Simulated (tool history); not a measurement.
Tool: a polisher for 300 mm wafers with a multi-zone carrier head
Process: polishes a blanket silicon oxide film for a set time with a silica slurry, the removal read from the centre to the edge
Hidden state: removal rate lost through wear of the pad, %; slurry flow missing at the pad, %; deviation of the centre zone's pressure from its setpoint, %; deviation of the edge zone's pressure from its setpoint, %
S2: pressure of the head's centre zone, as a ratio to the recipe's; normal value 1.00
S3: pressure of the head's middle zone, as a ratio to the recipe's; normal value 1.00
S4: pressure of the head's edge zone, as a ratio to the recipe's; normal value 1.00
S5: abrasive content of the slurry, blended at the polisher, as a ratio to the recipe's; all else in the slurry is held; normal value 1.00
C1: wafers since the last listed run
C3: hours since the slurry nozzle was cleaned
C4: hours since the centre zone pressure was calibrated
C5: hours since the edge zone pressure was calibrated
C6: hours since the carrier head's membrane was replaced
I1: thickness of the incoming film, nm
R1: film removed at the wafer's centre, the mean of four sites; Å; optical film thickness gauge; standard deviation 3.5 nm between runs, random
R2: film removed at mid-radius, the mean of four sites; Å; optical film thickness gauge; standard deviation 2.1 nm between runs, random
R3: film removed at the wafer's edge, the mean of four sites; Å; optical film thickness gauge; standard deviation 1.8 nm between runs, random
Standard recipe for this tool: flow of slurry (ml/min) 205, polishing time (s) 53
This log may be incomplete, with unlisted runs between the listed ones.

run 1 hour=0.0 | flow_of_slurry_(ml/min)=180 S2=1.00 S3=1.00 S4=1.00 S5=1.00 polishing_time_(s)=53 | C1=0 wafers_polished_on_this_pad=252 C3=97.8 C4=467.4 C5=808.1 C6=1964.0 | I1=771.1 | R1=2274 R2=2231 R3=2230
run 2 hour=12.4 | flow_of_slurry_(ml/min)=180 S2=1.00 S3=1.00 S4=1.00 S5=1.00 polishing_time_(s)=53 | C1=84 wafers_polished_on_this_pad=336 C3=110.2 C4=479.8 C5=820.5 C6=1976.4 | I1=761.5 | R1=2184 R2=2258 R3=2196
run 3 hour=27.2 | flow_of_slurry_(ml/min)=180 S2=1.00 S3=1.00 S4=1.00 S5=1.00 polishing_time_(s)=53 | C1=101 wafers_polished_on_this_pad=438 C3=125.0 C4=494.6 C5=835.3 C6=1991.2 | I1=748.6 | R1=2186 R2=2229 R3=2178
run 4 hour=40.9 | flow_of_slurry_(ml/min)=205 S2=1.00 S3=1.00 S4=1.00 S5=0.85 polishing_time_(s)=53 | C1=93 wafers_polished_on_this_pad=531 C3=138.7 C4=508.3 C5=849.0 C6=2004.9 | I1=749.5 | R1=2023 R2=2067 R3=2039
-- hour=50.8 centre zone pressure recalibrated
run 5 hour=58.9 | flow_of_slurry_(ml/min)=205 S2=1.00 S3=1.00 S4=1.00 S5=0.85 polishing_time_(s)=53 | C1=109 wafers_polished_on_this_pad=641 C3=156.7 C4=8.1 C5=867.0 C6=2022.9 | I1=769.2 | R1=1994 R2=2040 R3=1963
run 6 hour=65.7 | flow_of_slurry_(ml/min)=205 S2=1.00 S3=1.00 S4=1.00 S5=0.85 polishing_time_(s)=53 | C1=46 wafers_polished_on_this_pad=687 C3=163.5 C4=14.9 C5=873.8 C6=2029.7 | I1=763.3 | R1=2018 R2=1982 R3=1951
run 7 hour=76.9 | flow_of_slurry_(ml/min)=205 S2=0.91 S3=1.00 S4=1.00 S5=1.00 polishing_time_(s)=53 | C1=76 wafers_polished_on_this_pad=764 C3=174.7 C4=26.1 C5=885.0 C6=2040.9 | I1=759.0 | R1=1914 R2=2147 R3=2092
-- hour=92.4 worn pad replaced by a new one
run 8 hour=92.9 | flow_of_slurry_(ml/min)=205 S2=1.00 S3=1.00 S4=1.00 S5=1.00 polishing_time_(s)=53 | C1=82 wafers_polished_on_this_pad=3 C3=190.7 C4=42.1 C5=901.0 C6=2056.9 | I1=765.2 | R1=1974 R2=1940 R3=1912
-- hour=98.2 slurry nozzle cleaned
run 9 hour=98.6 | flow_of_slurry_(ml/min)=205 S2=1.12 S3=0.95 S4=0.90 S5=1.25 polishing_time_(s)=53 | C1=32 wafers_polished_on_this_pad=35 C3=0.4 C4=47.8 C5=906.7 C6=2062.6 | I1=760.2 | R1=2367 R2=2022 R3=2023
-- hour=104.9 carrier head's membrane replaced by a new one
-- hour=113.2 worn pad replaced by a new one, repeated, since the last time left the tool worse
run 10 hour=113.7 | flow_of_slurry_(ml/min)=170 S2=1.07 S3=1.00 S4=1.00 S5=1.30 polishing_time_(s)=53 | C1=41 wafers_polished_on_this_pad=3 C3=15.5 C4=62.9 C5=921.8 C6=8.8 | I1=750.4 | R1=2660 R2=2506 R3=2531
-- hour=121.8 edge zone pressure recalibrated
run 11 hour=123.0 | flow_of_slurry_(ml/min)=205 S2=1.04 S3=0.91 S4=1.00 S5=1.00 polishing_time_(s)=65 | C1=49 wafers_polished_on_this_pad=53 C3=24.8 C4=72.2 C5=1.2 C6=18.1 | I1=774.4 | R1=2991 R2=2647 R3=2842
run 12 hour=134.4 | flow_of_slurry_(ml/min)=205 S2=1.00 S3=1.00 S4=1.00 S5=1.00 polishing_time_(s)=43 | C1=77 wafers_polished_on_this_pad=131 C3=36.2 C4=83.6 C5=12.6 C6=29.5 | I1=751.9 | R1=1832 R2=1914 R3=1850
run 13 hour=144.8 | flow_of_slurry_(ml/min)=205 S2=1.00 S3=1.00 S4=1.00 S5=1.00 polishing_time_(s)=53 | C1=71 wafers_polished_on_this_pad=202 C3=46.6 C4=94.0 C5=23.0 C6=39.9 | I1=770.6 | R1=2324 R2=2309 R3=2294
run 14 hour=160.0 | flow_of_slurry_(ml/min)=205 S2=1.00 S3=1.00 S4=1.00 S5=1.00 polishing_time_(s)=53 | C1=103 wafers_polished_on_this_pad=306 C3=61.8 C4=109.2 C5=38.2 C6=55.1 | I1=757.9 | R1=2262 R2=2315 R3=2288

Give the tool's hidden conditions for every run:
slurry flow missing at the pad, %: 0 across all the runs
deviation of the centre zone's pressure from its setpoint, %: 0 across all the runs
deviation of the edge zone's pressure from its setpoint, %: 0 across all the runs
H1: removal rate lost through wear of the pad, %
run=1 H1=2.25
run=2 H1=2.97
run=3 H1=4.1
run=4 H1=5.41
run=5 H1=7.51
run=6 H1=8.42
run=7 H1=10
run=8 H1=17.9
run=9 H1=18
run=10 H1=0.584
run=11 H1=0.649
run=12 H1=0.887
run=13 H1=1.26
run=14 H1=2.06

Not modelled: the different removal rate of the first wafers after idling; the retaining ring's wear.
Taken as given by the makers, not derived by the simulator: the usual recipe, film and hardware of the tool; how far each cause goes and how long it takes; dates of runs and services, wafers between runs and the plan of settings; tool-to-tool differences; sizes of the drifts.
